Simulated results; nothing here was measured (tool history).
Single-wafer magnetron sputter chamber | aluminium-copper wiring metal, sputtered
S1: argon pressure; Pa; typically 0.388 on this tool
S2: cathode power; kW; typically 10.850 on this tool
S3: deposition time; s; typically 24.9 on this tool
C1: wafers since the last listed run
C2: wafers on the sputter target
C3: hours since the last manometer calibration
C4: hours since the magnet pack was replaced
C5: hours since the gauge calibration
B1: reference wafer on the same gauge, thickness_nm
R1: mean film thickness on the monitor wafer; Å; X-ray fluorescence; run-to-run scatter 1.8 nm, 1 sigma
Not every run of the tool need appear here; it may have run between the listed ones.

run   hour     S1      S2    S3    C1    C2      C3      C4     C5       B1       R1
  1    0.0  0.388  12.050  24.9     0  1262   866.2  6444.5  236.2  538.270  5033.44
      62.9  -- gauge calibrated
  2   98.0  0.388  12.050  24.9  4089  5351   964.2  6542.5   35.1  537.980  4897.48
  3  111.2  0.388  12.050  24.9   550  5902   977.4  6555.7   48.3  537.034  4923.02
     126.6  -- sputter target and shields replaced
  4  146.5  0.388  10.850  24.9  1139   831  1012.7  6591.0   83.6  538.203  4739.37
  5  175.1  0.388  10.850  24.9  1193  2025  1041.3  6619.6  112.2  538.278  4693.42
     200.5  -- capacitance manometer re-zeroed and calibrated
  6  201.0  0.388  10.850  24.9   746  2771     0.5  6645.5  138.1  538.179  4636.37
  7  215.9  0.388  10.850  24.9   621  3393    15.4  6660.4  153.0  537.612  4610.60
  8  232.5  0.388  10.850  24.9   692  4086    32.0  6677.0  169.6  538.607  4559.97
  9  247.2  0.388  10.850  24.9   613  4699    46.7  6691.7  184.3  537.831  4617.92
     280.3  -- sputter target and shields replaced
 10  281.3  0.263  12.700  26.9  1089    43    80.8  6725.8  218.4  537.964  6127.93
     342.2  -- gauge calibrated
 11  352.5  0.388  10.850  24.9  2970  3013   152.0  6797.0   10.3  537.409  4651.34
 12  382.2  0.264  10.050  21.3  1239  4253   181.7  6826.7   40.0  538.915  4040.60
     397.9  -- magnet pack replaced, of another model than before
 13  402.6  0.388  11.950  27.9   517  4770   202.1     4.7   60.4  538.464  5487.82
 14  434.2  0.266  13.300  23.2  1318  6088   233.7    36.3   92.0  537.183  5068.10
 15  450.5  0.316   9.200  29.1   680  6769   250.0    52.6  108.3  538.011  5056.62

Expected results for the next run?
     463.9  -- sputter target and shields replaced
 16  480.1  0.440  10.850  27.3  901  674  279.6  82.2  137.9   ?   ?

Run 16 produced B1 538.787, R1 5107.96 Å.
Were there no unlogged condition in the tool, this run, its random variation unchanged, would have produced R1 5181.82 Å.
